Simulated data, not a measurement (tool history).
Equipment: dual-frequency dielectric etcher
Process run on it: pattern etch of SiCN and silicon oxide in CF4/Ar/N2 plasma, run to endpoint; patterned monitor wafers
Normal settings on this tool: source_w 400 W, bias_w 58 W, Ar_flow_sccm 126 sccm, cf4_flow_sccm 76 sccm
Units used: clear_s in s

run,day,source_w,bias_w,Ar_flow_sccm,cf4_flow_sccm,"incoming incoming film thickness, nm",clear_s
1,0.000,400,58,126,76,8.56,11.8
# day 1.862: bias power generator calibrated
2,3.917,400,58,104,76,8.51,11.4
3,6.504,460,65,102,64,8.56,9.8
4,8.025,480,68,154,81,8.50,9.4
# day 9.300: wet clean of the chamber
5,10.138,400,58,126,76,8.52,12.0
6,12.921,440,50,137,66,8.40,11.5
7,15.458,400,58,126,76,8.61,12.0
8,19.104,450,58,126,63,8.56,10.8
9,23.133,400,58,126,90,8.48,11.5
10,26.917,350,66,110,66,8.41,12.6
11,28.500,400,64,140,61,8.54,11.6
12,30.775,400,71,126,76,8.49,10.6
13,33.292,400,72,126,81,8.44,10.4
# day 36.258: wet clean of the chamber
14,36.429,400,58,126,76,8.49,12.0
# day 38.238: upper electrode replaced
# day 40.008: CF4 flow controller replaced
15,48.221,440,48,154,67,8.48,11.7
16,53.638,360,48,156,57,8.46,14.3
17,56.475,330,58,126,76,8.49,13.7
18,59.650,460,58,126,95,8.47,9.8
19,62.892,400,64,126,87,8.51,10.9
# day 66.175: wet clean of the chamber
20,66.604,400,58,108,76,8.54,11.7
21,72.675,500,63,106,76,8.41,8.9
22,74.708,480,58,126,76,8.51,9.8
# day 77.925: bias power generator calibrated
23,77.946,400,58,126,76,8.45,11.4

Consider 5 possible next runs. They are alternatives, not a sequence: every one starts from the tool as it was left by run 23. What does each give?
A,77.962,400,58,126,58,8.52,?
B,77.962,400,72,126,83,8.52,?
C,77.962,330,58,156,76,8.52,?
D,77.962,460,58,153,76,8.52,?
E,77.962,330,53,109,94,8.52,?

run,clear_s
A,11.7
B,10.5
C,14.0
D,10.2
E,13.7
Without the tool's unlogged condition, the same runs would have read:
run,clear_s
A,12.4
B,11.2
C,14.9
D,10.9
E,14.6

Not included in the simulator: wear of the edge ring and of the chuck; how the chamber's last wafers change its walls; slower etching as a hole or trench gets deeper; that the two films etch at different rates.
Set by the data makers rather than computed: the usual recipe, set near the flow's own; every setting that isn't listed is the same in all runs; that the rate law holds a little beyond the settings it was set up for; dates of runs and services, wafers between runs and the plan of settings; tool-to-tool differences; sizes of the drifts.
